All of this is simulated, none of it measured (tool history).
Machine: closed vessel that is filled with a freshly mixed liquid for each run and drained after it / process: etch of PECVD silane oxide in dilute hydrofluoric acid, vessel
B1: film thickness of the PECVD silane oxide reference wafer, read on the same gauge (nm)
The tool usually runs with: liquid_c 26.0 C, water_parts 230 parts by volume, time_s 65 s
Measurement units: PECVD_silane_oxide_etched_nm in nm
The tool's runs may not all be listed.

run 1 hour=0.0 | liquid_c=26.0 water_parts=230 time_s=65 | B1=80.017 | PECVD_silane_oxide_etched_nm=4.220
run 2 hour=43.9 | liquid_c=26.0 water_parts=230 time_s=65 | B1=80.002 | PECVD_silane_oxide_etched_nm=4.179
run 3 hour=89.1 | liquid_c=26.0 water_parts=230 time_s=65 | B1=79.999 | PECVD_silane_oxide_etched_nm=4.159
run 4 hour=180.3 | liquid_c=26.0 water_parts=230 time_s=65 | B1=80.018 | PECVD_silane_oxide_etched_nm=4.128
run 5 hour=266.4 | liquid_c=26.0 water_parts=230 time_s=65 | B1=80.013 | PECVD_silane_oxide_etched_nm=4.062
-- hour=285.6 thermometer replaced
run 6 hour=346.4 | liquid_c=26.0 water_parts=230 time_s=65 | B1=79.994 | PECVD_silane_oxide_etched_nm=3.841
-- hour=452.7 hydrofluoric acid flow meter replaced
run 7 hour=460.6 | liquid_c=26.0 water_parts=230 time_s=65 | B1=80.002 | PECVD_silane_oxide_etched_nm=4.186
run 8 hour=513.5 | liquid_c=26.0 water_parts=230 time_s=65 | B1=79.994 | PECVD_silane_oxide_etched_nm=4.104
run 9 hour=560.1 | liquid_c=24.0 water_parts=230 time_s=65 | B1=79.968 | PECVD_silane_oxide_etched_nm=3.788
run 10 hour=599.6 | liquid_c=26.0 water_parts=230 time_s=40 | B1=80.014 | PECVD_silane_oxide_etched_nm=2.559
run 11 hour=668.3 | liquid_c=22.5 water_parts=230 time_s=65 | B1=79.994 | PECVD_silane_oxide_etched_nm=3.599
run 12 hour=771.9 | liquid_c=26.0 water_parts=230 time_s=65 | B1=79.995 | PECVD_silane_oxide_etched_nm=4.063
run 13 hour=819.1 | liquid_c=26.0 water_parts=230 time_s=65 | B1=80.014 | PECVD_silane_oxide_etched_nm=4.050
-- hour=1005.6 hydrofluoric acid flow meter replaced
run 14 hour=1122.5 | liquid_c=26.0 water_parts=230 time_s=65 | B1=80.005 | PECVD_silane_oxide_etched_nm=4.187
run 15 hour=1186.8 | liquid_c=29.0 water_parts=175 time_s=100 | B1=80.017 | PECVD_silane_oxide_etched_nm=10.031
run 16 hour=1282.3 | liquid_c=26.0 water_parts=230 time_s=75 | B1=80.015 | PECVD_silane_oxide_etched_nm=4.910

Run 17 comes next. What will it give?
-- hour=1331.7 thermometer replaced
run 17 hour=1368.8 | liquid_c=26.0 water_parts=230 time_s=40 | B1=? | PECVD_silane_oxide_etched_nm=?

B1: 80.010
PECVD_silane_oxide_etched_nm: 2.437 nm
Were there no unlogged condition in the tool, this run, its random variation unchanged, would have produced PECVD_silane_oxide_etched_nm 2.554 nm.
